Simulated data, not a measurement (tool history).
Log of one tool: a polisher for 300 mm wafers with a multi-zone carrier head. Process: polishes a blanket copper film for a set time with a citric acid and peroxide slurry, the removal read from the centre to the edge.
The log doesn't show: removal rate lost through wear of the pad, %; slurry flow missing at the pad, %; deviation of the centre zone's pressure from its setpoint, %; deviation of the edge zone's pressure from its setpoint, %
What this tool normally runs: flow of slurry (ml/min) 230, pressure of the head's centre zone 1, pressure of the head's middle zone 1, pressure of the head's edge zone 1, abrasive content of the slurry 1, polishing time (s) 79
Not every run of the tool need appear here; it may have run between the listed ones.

| run | day | flow of slurry (ml/min) | pressure of the head's centre zone | pressure of the head's middle zone | pressure of the head's edge zone | abrasive content of the slurry | polishing time (s) | wafers since the last listed run | wafers polished on this pad | hours since the slurry nozzle was cleaned | hours since the centre zone pressure was calibrated | hours since the edge zone pressure was calibrated | hours since the carrier head's membrane was replaced | incoming thickness of the incoming film, nm | film removed at the wafer's centre (angstrom) | film removed at mid-radius (angstrom) | film removed at the wafer's edge (angstrom) |
|---|---|---|---|---|---|---|---|---|---|---|---|---|---|---|---|---|---|
| 1 | 0 | 230 | 1 | 1 | 1 | 1 | 79 | 0 | 2407 | 242.1 | 403.3 | 380.9 | 147.2 | 573.4 | 1619 | 1618 | 1611 |
| 2 | 1.683 | 230 | 1 | 1 | 1 | 1 | 79 | 269 | 2677 | 282.5 | 443.7 | 421.3 | 187.6 | 566.6 | 1619 | 1624 | 1606 |
| 3 | 6.033 | 230 | 1 | 1 | 1 | 1 | 79 | 696 | 3373 | 386.9 | 548.1 | 525.7 | 292 | 571.6 | 1598 | 1625 | 1611 |
| 4 | 8.821 | 230 | 1 | 1 | 1 | 1 | 79 | 446 | 3819 | 453.8 | 615 | 592.6 | 358.9 | 572.4 | 1631 | 1643 | 1574 |
|  | 9.821 | worn pad replaced by a new one |
| 5 | 12.796 | 230 | 1.09 | 1 | 1 | 1 | 79 | 609 | 475 | 549.2 | 710.4 | 688 | 454.3 | 563.5 | 1763 | 1628 | 1611 |
| 6 | 16.483 | 230 | 1.09 | 1 | 1 | 1 | 79 | 590 | 1066 | 637.7 | 798.9 | 776.5 | 542.8 | 557.9 | 1747 | 1593 | 1611 |
| 7 | 18.754 | 230 | 1 | 1 | 1 | 1 | 66 | 363 | 1429 | 692.2 | 853.4 | 831 | 597.3 | 580.8 | 1330 | 1355 | 1341 |
|  | 20.733 | slurry nozzle cleaned |
| 8 | 21.425 | 230 | 1 | 1.11 | 1 | 0.9 | 60 | 420 | 1850 | 16.6 | 917.5 | 895.1 | 661.4 | 579.1 | 1208 | 1326 | 1161 |
| 9 | 22.946 | 190 | 0.94 | 1 | 1 | 1 | 79 | 243 | 2094 | 53.1 | 954 | 931.6 | 697.9 | 571 | 1464 | 1580 | 1574 |
|  | 32.379 | worn pad replaced by a new one |
|  | 35.921 | carrier head's membrane replaced by a new one |
| 10 | 35.942 | 195 | 1 | 1 | 1 | 1 | 79 | 2020 | 537 | 365 | 1265.9 | 1243.5 | 0.5 | 566.4 | 1603 | 1584 | 1595 |
|  | 39.304 | edge zone pressure recalibrated |
| 11 | 39.462 | 230 | 1 | 1 | 1.1 | 1 | 79 | 550 | 1087 | 449.5 | 1350.4 | 3.8 | 85 | 572.5 | 1641 | 1616 | 1639 |
| 12 | 41.925 | 230 | 0.88 | 1 | 0.88 | 0.7 | 79 | 394 | 1481 | 508.6 | 1409.5 | 62.9 | 144.1 | 560 | 1333 | 1514 | 1411 |
|  | 46.938 | slurry nozzle cleaned |
| 13 | 50.696 | 170 | 1 | 1.08 | 1 | 1 | 79 | 1397 | 2879 | 90.2 | 1620 | 273.4 | 354.6 | 573.4 | 1591 | 1662 | 1568 |
|  | 52.975 | centre zone pressure recalibrated |
|  | 53.371 | worn pad replaced by a new one |
| 14 | 55.117 | 230 | 0.93 | 1 | 1.08 | 1 | 91 | 667 | 279 | 196.3 | 51.4 | 379.5 | 460.7 | 575 | 1783 | 1865 | 1942 |
| 15 | 58.517 | 230 | 1 | 1 | 1 | 1 | 79 | 544 | 823 | 277.9 | 133 | 461.1 | 542.3 | 579.9 | 1609 | 1639 | 1609 |
| 16 | 61.317 | 230 | 0.88 | 1 | 0.9 | 1 | 61 | 448 | 1271 | 345.1 | 200.2 | 528.3 | 609.5 | 566.5 | 1074 | 1269 | 1172 |
| 17 | 65.433 | 230 | 1 | 1 | 1 | 1 | 79 | 659 | 1930 | 443.9 | 299 | 627.1 | 708.3 | 579.8 | 1617 | 1594 | 1583 |
| 18 | 68.762 | 230 | 1 | 1 | 1 | 1 | 79 | 532 | 2463 | 523.8 | 378.9 | 707 | 788.2 | 567 | 1581 | 1619 | 1618 |
| 19 | 71.746 | 285 | 1 | 1 | 1 | 1 | 79 | 477 | 2941 | 595.4 | 450.5 | 778.6 | 859.8 | 568.8 | 1636 | 1661 | 1603 |
| 20 | 73.329 | 230 | 1 | 1 | 1 | 1 | 51 | 253 | 3194 | 633.4 | 488.5 | 816.6 | 897.8 | 564.4 | 1058 | 1058 | 1019 |
| 21 | 76.179 | 230 | 1 | 1 | 1 | 1 | 79 | 456 | 3651 | 701.8 | 556.9 | 885 | 966.2 | 562.6 | 1629 | 1612 | 1588 |

Consider 4 possible next runs. They are alternatives, not a sequence: every one starts from the tool as it was left by run 21. What does each give?
| A | 76.2 | 230 | 1 | 1 | 1 | 1 | 79 | 3 | 3654 | 702.3 | 557.4 | 885.5 | 966.7 | 566.2 | ? | ? | ? |
| B | 76.2 | 230 | 0.95 | 1 | 1.09 | 0.75 | 79 | 3 | 3654 | 702.3 | 557.4 | 885.5 | 966.7 | 566.2 | ? | ? | ? |
| C | 76.2 | 230 | 1 | 1 | 1 | 1.2 | 79 | 3 | 3654 | 702.3 | 557.4 | 885.5 | 966.7 | 566.2 | ? | ? | ? |
| D | 76.2 | 230 | 1.06 | 1 | 1 | 1.25 | 79 | 3 | 3654 | 702.3 | 557.4 | 885.5 | 966.7 | 566.2 | ? | ? | ? |

| run | film removed at the wafer's centre (angstrom) | film removed at mid-radius (angstrom) | film removed at the wafer's edge (angstrom) |
|---|---|---|---|
| A | 1635 | 1608 | 1597 |
| B | 1469 | 1518 | 1573 |
| C | 1698 | 1670 | 1659 |
| D | 1812 | 1684 | 1673 |
Take away the tool's hidden state, keep each run's random variation, and the runs would have read:
| run | film removed at the wafer's centre (angstrom) | film removed at mid-radius (angstrom) | film removed at the wafer's edge (angstrom) |
|---|---|---|---|
| A | 1635 | 1608 | 1597 |
| B | 1469 | 1518 | 1573 |
| C | 1698 | 1670 | 1659 |
| D | 1812 | 1684 | 1673 |
